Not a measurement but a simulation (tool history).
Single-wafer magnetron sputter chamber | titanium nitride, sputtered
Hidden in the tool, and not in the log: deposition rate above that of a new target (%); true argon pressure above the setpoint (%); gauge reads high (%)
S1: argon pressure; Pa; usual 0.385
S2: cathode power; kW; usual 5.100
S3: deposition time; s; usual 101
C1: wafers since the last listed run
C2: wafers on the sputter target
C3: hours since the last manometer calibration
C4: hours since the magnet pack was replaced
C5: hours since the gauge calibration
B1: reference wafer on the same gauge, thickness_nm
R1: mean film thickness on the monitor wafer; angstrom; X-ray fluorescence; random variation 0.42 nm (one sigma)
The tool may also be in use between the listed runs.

run   hour     S1     S2   S3   C1    C2      C3       C4     C5      B1       R1
  1    0.0  0.385  5.100  101    0  1997  2341.2  12767.8  222.6  86.045  1029.84
  2   47.0  0.385  5.100  101  588  2585  2388.2  12814.8  269.6  86.058  1036.93
  3   64.0  0.385  5.100  101  212  2798  2405.2  12831.8  286.6  86.138  1031.77
  4   78.9  0.385  5.100   92  186  2985  2420.1  12846.7  301.5  86.087   937.15
     144.7  -- capacitance manometer re-zeroed and calibrated
  5  160.8  0.385  5.100   92  925  3910    16.1  12928.6  383.4  86.142   944.66
  6  181.3  0.385  5.100  101  256  4167    36.6  12949.1  403.9  86.013  1030.08
     183.5  -- gauge calibrated
  7  196.5  0.385  5.100  101  190  4357    51.8  12964.3   13.0  85.966  1040.41
  8  222.7  0.385  5.100  101  328  4686    78.0  12990.5   39.2  85.959  1033.00
     234.6  -- sputter target and shields replaced
  9  235.1  0.508  5.100   89   55     6    90.4  13002.9   51.6  86.072   853.03
 10  257.6  0.332  5.900   93  281   288   112.9  13025.4   74.1  86.035  1138.15
     275.1  -- magnet pack replaced
 11  275.7  0.534  4.300  114  126   415   131.0      0.6   92.2  85.962   906.80
 12  289.0  0.385  5.100   92  166   581   144.3     13.9  105.5  86.025   938.87
 13  301.2  0.271  5.100  101  152   734   156.5     26.1  117.7  85.994  1104.54
 14  325.4  0.385  5.100   92  303  1037   180.7     50.3  141.9  86.005   943.08
 15  352.6  0.346  3.850  118  340  1378   207.9     77.5  169.1  85.963   935.98
 16  369.5  0.249  5.100  106  211  1589   224.8     94.4  186.0  86.004  1173.97
 17  394.5  0.429  4.300  115  313  1902   249.8    119.4  211.0  86.080   969.96

Forecast each of these 4 alternatives for the next run:
  A  394.9  0.385  5.100  101   5  1907  250.2  119.8  211.4   ?   ?
  B  394.9  0.385  4.450   91   5  1907  250.2  119.8  211.4   ?   ?
  C  394.9  0.385  4.550   84   5  1907  250.2  119.8  211.4   ?   ?
  D  394.9  0.479  6.150   95   5  1907  250.2  119.8  211.4   ?   ?

run      B1       R1
  A  85.982  1026.29
  B  85.982   806.82
  C  85.982   761.50
  D  85.982  1104.35
Without the tool's hidden state the same runs would have given:
run       R1
  A  1026.29
  B   806.82
  C   761.50
  D  1104.35
